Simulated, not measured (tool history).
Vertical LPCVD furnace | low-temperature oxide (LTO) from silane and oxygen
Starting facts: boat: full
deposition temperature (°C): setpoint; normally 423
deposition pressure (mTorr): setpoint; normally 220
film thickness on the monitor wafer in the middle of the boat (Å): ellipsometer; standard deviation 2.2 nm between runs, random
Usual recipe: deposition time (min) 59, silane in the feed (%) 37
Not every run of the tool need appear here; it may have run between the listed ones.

run,day,deposition temperature (°C),deposition pressure (mTorr),deposition time (min),silane in the feed (%),"read-back reference wafer on the same gauge, thickness",film thickness on the monitor wafer in the middle of the boat (Å)
1,0,423,265,59,37,668.01,7248.6
2,1.138,423,265,59,37,669.21,7274.1
3,2.404,423,195,59,37,668.84,5341.7
4,4,423,235,59,37,669.61,6434.6
5,7,423,235,59,37,671.24,6475.2
6,8.762,431,220,59,37,672.08,6582.5
7,15.129,423,220,59,37,674.46,6065.3
8,18.112,423,220,59,37,674.77,6087.2
9,19.854,426,220,59,37,676.66,6291.7
10,22.217,426,220,59,37,662.54,6146.4
11,28.062,426,220,59,37,661.48,6169.2
12,30.404,423,265,42,37,662.1,5133.1
13,38.175,414,235,59,37,664.07,5781.3
14,40.171,432,270,67.5,37,664.16,9198.7
15,41.433,423,220,59,37,664.15,5984.9
16,43.617,423,170,59,37,663.1,4627.4
17,45.438,423,220,59,42,663.59,6896.3
18,46.917,414,220,59,37,662.53,5441.8
19,48,423,270,59,37,664.45,7341.4
20,50.138,423,220,68,35,664.35,6448.2
21,52.325,432,270,82,37,665.39,11226.3
22,54.712,423,220,59,39,666.7,6350.3
23,57.658,423,220,59,37,665.66,6002.5

Missing from the log above: 4 entries noted between runs. For each, name the pair of listed runs it sits between and say how the tool's hidden condition differs from the listed run just before to the listed run just after:
After run 8, before run 9: thermocouples replaced and temperature profile calibrated (day 19.833)
  gauge reads high (%): 2.23 -> 2.34
  what was measured, less what the result would be without the hidden state, film thickness on the monitor wafer in the middle of the boat (Å): +133.1 -> +144.1
After run 9, before run 10: pressure gauge zeroed (day 21.462); gauge calibrated (day 21.783)
  gauge reads high (%): 2.34 -> 0.333
  what was measured, less what the result would be without the hidden state, film thickness on the monitor wafer in the middle of the boat (Å): +144.1 -> +20.4
After run 12, before run 13: silane flow controller replaced (day 37.746)
  gauge reads high (%): 0.369 -> 0.462
  what was measured, less what the result would be without the hidden state, film thickness on the monitor wafer in the middle of the boat (Å): +18.9 -> +26.6

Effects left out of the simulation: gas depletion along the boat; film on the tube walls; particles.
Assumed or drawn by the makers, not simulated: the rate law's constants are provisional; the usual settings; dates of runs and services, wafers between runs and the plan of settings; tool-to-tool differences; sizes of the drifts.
